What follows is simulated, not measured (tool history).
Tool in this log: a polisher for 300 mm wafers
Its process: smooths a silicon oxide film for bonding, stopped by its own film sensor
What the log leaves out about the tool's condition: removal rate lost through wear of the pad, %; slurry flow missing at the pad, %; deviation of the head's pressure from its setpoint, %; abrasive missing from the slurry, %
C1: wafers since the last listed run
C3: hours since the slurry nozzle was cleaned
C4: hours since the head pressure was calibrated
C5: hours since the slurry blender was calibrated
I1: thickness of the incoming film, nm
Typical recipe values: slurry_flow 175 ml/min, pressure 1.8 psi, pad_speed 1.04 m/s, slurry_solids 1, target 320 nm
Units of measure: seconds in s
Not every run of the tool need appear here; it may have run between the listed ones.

Run 1, hour 0: usual settings; C1 0; wafers polished on this pad 313; C3 153.8; C4 243.1; C5 152.2; I1 425.6. Result: seconds 125 s.
Run 2, hour 10.8: usual settings; C1 55; wafers polished on this pad 369; C3 164.6; C4 253.9; C5 163; I1 419.7. Result: seconds 122.6 s.
Run 3, hour 28.4: usual settings; C1 91; wafers polished on this pad 460; C3 182.2; C4 271.5; C5 180.6; I1 416.3. Result: seconds 115.2 s.
Run 4, hour 38: usual settings; C1 49; wafers polished on this pad 510; C3 191.8; C4 281.1; C5 190.2; I1 429.1. Result: seconds 131.7 s.
Run 5, hour 52.3: usual settings; C1 73; wafers polished on this pad 584; C3 206.1; C4 295.4; C5 204.5; I1 415.3. Result: seconds 114.1 s.
Run 6, hour 67.4: usual settings but pad_speed 0.92 m/s; C1 78; wafers polished on this pad 662; C3 221.2; C4 310.5; C5 219.6; I1 421.4. Result: seconds 129.5 s.
Run 7, hour 79.1: usual settings but pad_speed 0.92 m/s; C1 60; wafers polished on this pad 722; C3 232.9; C4 322.2; C5 231.3; I1 422.7. Result: seconds 131.8 s.
At hour 85.9: slurry nozzle cleaned.
Run 8, hour 92.9: usual settings but pad_speed 0.92 m/s; C1 66; wafers polished on this pad 788; C3 7; C4 336; C5 245.1; I1 420. Result: seconds 125.3 s.
Run 9, hour 106.7: usual settings; C1 71; wafers polished on this pad 860; C3 20.8; C4 349.8; C5 258.9; I1 421.5. Result: seconds 118.5 s.
At hour 117.1: worn pad replaced by a new one.
Run 10, hour 123.6: usual settings; C1 66; wafers polished on this pad 33; C3 37.7; C4 366.7; C5 275.8; I1 412.4. Result: seconds 109.2 s.
Run 11, hour 134.3: usual settings; C1 55; wafers polished on this pad 89; C3 48.4; C4 377.4; C5 286.5; I1 424.6. Result: seconds 121.8 s.
Run 12, hour 140.6: usual settings but slurry_flow 190 ml/min; C1 32; wafers polished on this pad 121; C3 54.7; C4 383.7; C5 292.8; I1 412.3. Result: seconds 111.6 s.
Run 13, hour 149.1: usual settings but pressure 2 psi, pad_speed 1.4 m/s, slurry_solids 0.75, target 350 nm; C1 43; wafers polished on this pad 165; C3 63.2; C4 392.2; C5 301.3; I1 421.3. Result: seconds 76.7 s.
Run 14, hour 156.2: usual settings but target 347 nm; C1 36; wafers polished on this pad 202; C3 70.3; C4 399.3; C5 308.4; I1 420.9. Result: seconds 84.8 s.
Run 15, hour 164.4: usual settings but pad_speed 0.94 m/s, target 295 nm; C1 42; wafers polished on this pad 244; C3 78.5; C4 407.5; C5 316.6; I1 425.3. Result: seconds 165.9 s.
At hour 168.4: slurry blender recalibrated.
At hour 169.7: head pressure recalibrated.
Run 16, hour 179.5: usual settings but slurry_flow 150 ml/min, pressure 2.3 psi, target 290 nm; C1 61; wafers polished on this pad 305; C3 93.6; C4 9.8; C5 11.1; I1 416.9. Result: seconds 136.3 s.
Run 17, hour 192.7: usual settings but pressure 2 psi, pad_speed 0.74 m/s; C1 68; wafers polished on this pad 374; C3 106.8; C4 23; C5 24.3; I1 413.2. Result: seconds 138.8 s.
Run 18, hour 210.4: usual settings but slurry_flow 205 ml/min, pressure 2.2 psi; C1 91; wafers polished on this pad 465; C3 124.5; C4 40.7; C5 42; I1 420. Result: seconds 103 s.
Run 19, hour 219.5: usual settings; C1 47; wafers polished on this pad 512; C3 133.6; C4 49.8; C5 51.1; I1 420.1. Result: seconds 127.3 s.
Run 20, hour 234: usual settings; C1 74; wafers polished on this pad 587; C3 148.1; C4 64.3; C5 65.6; I1 419.3. Result: seconds 121 s.
Run 21, hour 250: usual settings but pressure 2.3 psi; C1 82; wafers polished on this pad 670; C3 164.1; C4 80.3; C5 81.6; I1 421.6. Result: seconds 98.8 s.
Run 22, hour 259.6: usual settings but slurry_solids 1.25, target 311 nm; C1 49; wafers polished on this pad 720; C3 173.7; C4 89.9; C5 91.2; I1 424.3. Result: seconds 131.7 s.
Run 23, hour 266.8: usual settings; C1 37; wafers polished on this pad 757; C3 180.9; C4 97.1; C5 98.4; I1 421.7. Result: seconds 125.1 s.
Run 24, hour 275.7: usual settings; C1 46; wafers polished on this pad 803; C3 189.8; C4 106; C5 107.3; I1 421.6. Result: seconds 125.1 s.

Predict each of these 5 candidate next runs independently; none follows another, all start after run 24:
Run A, hour 276.2: usual settings; C1 2; wafers polished on this pad 806; C3 190.3; C4 106.5; C5 107.8; I1 424.2. Result: seconds ?.
Run B, hour 276.2: usual settings but slurry_solids 0.85; C1 2; wafers polished on this pad 806; C3 190.3; C4 106.5; C5 107.8; I1 424.2. Result: seconds ?.
Run C, hour 276.2: usual settings but slurry_flow 135 ml/min, slurry_solids 1.15; C1 2; wafers polished on this pad 806; C3 190.3; C4 106.5; C5 107.8; I1 424.2. Result: seconds ?.
Run D, hour 276.2: usual settings but slurry_flow 220 ml/min; C1 2; wafers polished on this pad 806; C3 190.3; C4 106.5; C5 107.8; I1 424.2. Result: seconds ?.
Run E, hour 276.2: usual settings but pad_speed 1.38 m/s; C1 2; wafers polished on this pad 806; C3 190.3; C4 106.5; C5 107.8; I1 424.2. Result: seconds ?.

run  seconds
  A    129.7
  B    141.7
  C    124.7
  D    126.8
  E    109.7
Take away the tool's hidden state, keep each run's random variation, and the runs would have read:
run  seconds
  A    136.2
  B    148.8
  C    130.9
  D    133.1
  E    115.2

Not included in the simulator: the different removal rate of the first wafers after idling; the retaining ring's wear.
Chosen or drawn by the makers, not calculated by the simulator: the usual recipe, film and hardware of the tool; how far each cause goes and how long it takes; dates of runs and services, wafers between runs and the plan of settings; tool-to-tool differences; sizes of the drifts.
